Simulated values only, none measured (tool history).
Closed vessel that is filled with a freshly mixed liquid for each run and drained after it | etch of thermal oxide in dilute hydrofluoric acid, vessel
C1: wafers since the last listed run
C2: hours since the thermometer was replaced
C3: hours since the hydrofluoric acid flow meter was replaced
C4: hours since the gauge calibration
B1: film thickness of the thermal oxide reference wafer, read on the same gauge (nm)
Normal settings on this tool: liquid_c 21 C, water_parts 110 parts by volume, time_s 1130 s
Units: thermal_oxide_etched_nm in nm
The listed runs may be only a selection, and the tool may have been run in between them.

run 1 hour=0 | liquid_c=21 water_parts=110 time_s=1505 | C1=0 C2=952 C3=455.9 C4=649.3 | B1=139.97 | thermal_oxide_etched_nm=62.93
run 2 hour=97 | liquid_c=21 water_parts=110 time_s=1505 | C1=5110 C2=1049 C3=552.9 C4=746.3 | B1=140.02 | thermal_oxide_etched_nm=63.64
run 3 hour=117 | liquid_c=21 water_parts=110 time_s=1130 | C1=1053 C2=1069 C3=572.9 C4=766.3 | B1=140.02 | thermal_oxide_etched_nm=47.89
run 4 hour=129.5 | liquid_c=21 water_parts=110 time_s=1130 | C1=658 C2=1081.5 C3=585.4 C4=778.8 | B1=139.99 | thermal_oxide_etched_nm=47.25
run 5 hour=221 | liquid_c=21 water_parts=70 time_s=1130 | C1=4820 C2=1173 C3=676.9 C4=870.3 | B1=140 | thermal_oxide_etched_nm=77.89
run 6 hour=249.6 | liquid_c=21 water_parts=70 time_s=1130 | C1=1506 C2=1201.6 C3=705.5 C4=898.9 | B1=140.01 | thermal_oxide_etched_nm=80.16
run 7 hour=262.9 | liquid_c=21 water_parts=110 time_s=1130 | C1=700 C2=1214.9 C3=718.8 C4=912.2 | B1=139.99 | thermal_oxide_etched_nm=46.95
-- hour=271.8 hydrofluoric acid flow meter replaced
-- hour=275.4 gauge calibrated
run 8 hour=281.5 | liquid_c=21 water_parts=110 time_s=1130 | C1=927 C2=1233.5 C3=9.7 C4=6.1 | B1=140.01 | thermal_oxide_etched_nm=47.15
run 9 hour=296.6 | liquid_c=21 water_parts=110 time_s=1130 | C1=795 C2=1248.6 C3=24.8 C4=21.2 | B1=140 | thermal_oxide_etched_nm=47.55
run 10 hour=312 | liquid_c=21 water_parts=110 time_s=1130 | C1=811 C2=1264 C3=40.2 C4=36.6 | B1=139.99 | thermal_oxide_etched_nm=47.99
run 11 hour=336.9 | liquid_c=21 water_parts=110 time_s=1130 | C1=1311 C2=1288.9 C3=65.1 C4=61.5 | B1=140.04 | thermal_oxide_etched_nm=48.27
run 12 hour=351.3 | liquid_c=19 water_parts=110 time_s=1530 | C1=758 C2=1303.3 C3=79.5 C4=75.9 | B1=140.04 | thermal_oxide_etched_nm=60.59
run 13 hour=370.3 | liquid_c=19 water_parts=110 time_s=1530 | C1=1001 C2=1322.3 C3=98.5 C4=94.9 | B1=140.01 | thermal_oxide_etched_nm=60.43
run 14 hour=394.9 | liquid_c=19 water_parts=110 time_s=1530 | C1=1296 C2=1346.9 C3=123.1 C4=119.5 | B1=140 | thermal_oxide_etched_nm=59.89
run 15 hour=419.2 | liquid_c=21 water_parts=110 time_s=1130 | C1=1280 C2=1371.2 C3=147.4 C4=143.8 | B1=140.01 | thermal_oxide_etched_nm=49.53
run 16 hour=438.3 | liquid_c=23 water_parts=85 time_s=650 | C1=1006 C2=1390.3 C3=166.5 C4=162.9 | B1=139.98 | thermal_oxide_etched_nm=40.54
run 17 hour=546 | liquid_c=21 water_parts=110 time_s=1130 | C1=5674 C2=1498 C3=274.2 C4=270.6 | B1=140 | thermal_oxide_etched_nm=48.15
-- hour=552.6 thermometer replaced
run 18 hour=564.4 | liquid_c=23.5 water_parts=85 time_s=1380 | C1=916 C2=11.8 C3=292.6 C4=289 | B1=139.98 | thermal_oxide_etched_nm=78.28
run 19 hour=578.4 | liquid_c=21 water_parts=160 time_s=1130 | C1=737 C2=25.8 C3=306.6 C4=303 | B1=139.98 | thermal_oxide_etched_nm=28.95
run 20 hour=591.3 | liquid_c=21 water_parts=110 time_s=1130 | C1=679 C2=38.7 C3=319.5 C4=315.9 | B1=140.01 | thermal_oxide_etched_nm=43.93
run 21 hour=611.7 | liquid_c=21 water_parts=110 time_s=1130 | C1=1074 C2=59.1 C3=339.9 C4=336.3 | B1=140.03 | thermal_oxide_etched_nm=43.55
run 22 hour=645.1 | liquid_c=22.5 water_parts=110 time_s=1130 | C1=1759 C2=92.5 C3=373.3 C4=369.7 | B1=140.03 | thermal_oxide_etched_nm=46.1
run 23 hour=667 | liquid_c=21 water_parts=140 time_s=1130 | C1=1153 C2=114.4 C3=395.2 C4=391.6 | B1=139.99 | thermal_oxide_etched_nm=33.48
run 24 hour=688.6 | liquid_c=21 water_parts=110 time_s=1130 | C1=1138 C2=136 C3=416.8 C4=413.2 | B1=140 | thermal_oxide_etched_nm=44.56
run 25 hour=700.6 | liquid_c=21 water_parts=110 time_s=1130 | C1=632 C2=148 C3=428.8 C4=425.2 | B1=140.01 | thermal_oxide_etched_nm=43.72

Estimate the outcome of run 26 from the log above:
run 26 hour=731 | liquid_c=24.5 water_parts=150 time_s=1695 | C1=1601 C2=178.4 C3=459.2 C4=455.6 | B1=? | thermal_oxide_etched_nm=?

Run 26 measured B1 139.98, thermal_oxide_etched_nm 53.89 nm.
The same run, on a tool lacking any hidden state, would have yielded thermal_oxide_etched_nm 52.9 nm.

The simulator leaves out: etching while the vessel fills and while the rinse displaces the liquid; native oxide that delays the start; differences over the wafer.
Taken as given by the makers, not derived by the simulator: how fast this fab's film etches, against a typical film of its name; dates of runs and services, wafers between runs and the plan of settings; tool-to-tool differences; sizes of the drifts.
